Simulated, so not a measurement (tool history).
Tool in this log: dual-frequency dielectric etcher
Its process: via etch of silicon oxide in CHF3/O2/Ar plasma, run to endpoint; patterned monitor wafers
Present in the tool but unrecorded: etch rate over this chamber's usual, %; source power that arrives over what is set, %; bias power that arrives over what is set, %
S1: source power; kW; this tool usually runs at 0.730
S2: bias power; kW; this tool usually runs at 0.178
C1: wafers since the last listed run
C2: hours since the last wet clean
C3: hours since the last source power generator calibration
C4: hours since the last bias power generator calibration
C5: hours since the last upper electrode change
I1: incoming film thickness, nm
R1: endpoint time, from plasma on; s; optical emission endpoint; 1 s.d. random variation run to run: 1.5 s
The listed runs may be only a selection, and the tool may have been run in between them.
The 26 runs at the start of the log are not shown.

Run 27, hour 1463.7: usual settings; C1 438; C2 250.3; C3 283.1; C4 721.0; C5 440.7; I1 486.2. Result: R1 209.1 s.
Run 28, hour 1494.9: usual settings but S1 0.860 kW, S2 0.161 kW; C1 149; C2 281.5; C3 314.3; C4 752.2; C5 471.9; I1 490.0. Result: R1 201.6 s.
Run 29, hour 1524.5: usual settings; C1 142; C2 311.1; C3 343.9; C4 781.8; C5 501.5; I1 491.8. Result: R1 212.2 s.
Run 30, hour 1579.5: usual settings but S1 0.810 kW, S2 0.163 kW; C1 263; C2 366.1; C3 398.9; C4 836.8; C5 556.5; I1 493.6. Result: R1 211.0 s.
At hour 1774.2: wet clean of the chamber.
Run 31, hour 1787.3: usual settings; C1 882; C2 13.1; C3 606.7; C4 1044.6; C5 764.3; I1 487.7. Result: R1 207.4 s.
Run 32, hour 1817.4: usual settings but S1 0.630 kW, S2 0.146 kW; C1 144; C2 43.2; C3 636.8; C4 1074.7; C5 794.4; I1 490.2. Result: R1 233.3 s.
Run 33, hour 1846.0: usual settings; C1 137; C2 71.8; C3 665.4; C4 1103.3; C5 823.0; I1 493.6. Result: R1 210.3 s.
Run 34, hour 1911.2: usual settings; C1 312; C2 137.0; C3 730.6; C4 1168.5; C5 888.2; I1 485.0. Result: R1 208.1 s.
Run 35, hour 1937.9: usual settings; C1 128; C2 163.7; C3 757.3; C4 1195.2; C5 914.9; I1 484.4. Result: R1 209.3 s.

Predict each of these 4 candidate next runs independently; none follows another, all start after run 35:
Run A, hour 1938.4: usual settings; C1 2; C2 164.2; C3 757.8; C4 1195.7; C5 915.4; I1 493.0. Result: R1 ?.
Run B, hour 1938.4: usual settings but S1 0.650 kW; C1 2; C2 164.2; C3 757.8; C4 1195.7; C5 915.4; I1 493.0. Result: R1 ?.
Run C, hour 1938.4: usual settings but S1 0.860 kW, S2 0.157 kW; C1 2; C2 164.2; C3 757.8; C4 1195.7; C5 915.4; I1 493.0. Result: R1 ?.
Run D, hour 1938.4: usual settings but S1 0.780 kW, S2 0.205 kW; C1 2; C2 164.2; C3 757.8; C4 1195.7; C5 915.4; I1 493.0. Result: R1 ?.

run     R1
  A  210.3
  B  218.1
  C  207.3
  D  196.7
What these runs would have given with no unlogged condition in the tool:
run     R1
  A  206.3
  B  214.0
  C  203.4
  D  193.0

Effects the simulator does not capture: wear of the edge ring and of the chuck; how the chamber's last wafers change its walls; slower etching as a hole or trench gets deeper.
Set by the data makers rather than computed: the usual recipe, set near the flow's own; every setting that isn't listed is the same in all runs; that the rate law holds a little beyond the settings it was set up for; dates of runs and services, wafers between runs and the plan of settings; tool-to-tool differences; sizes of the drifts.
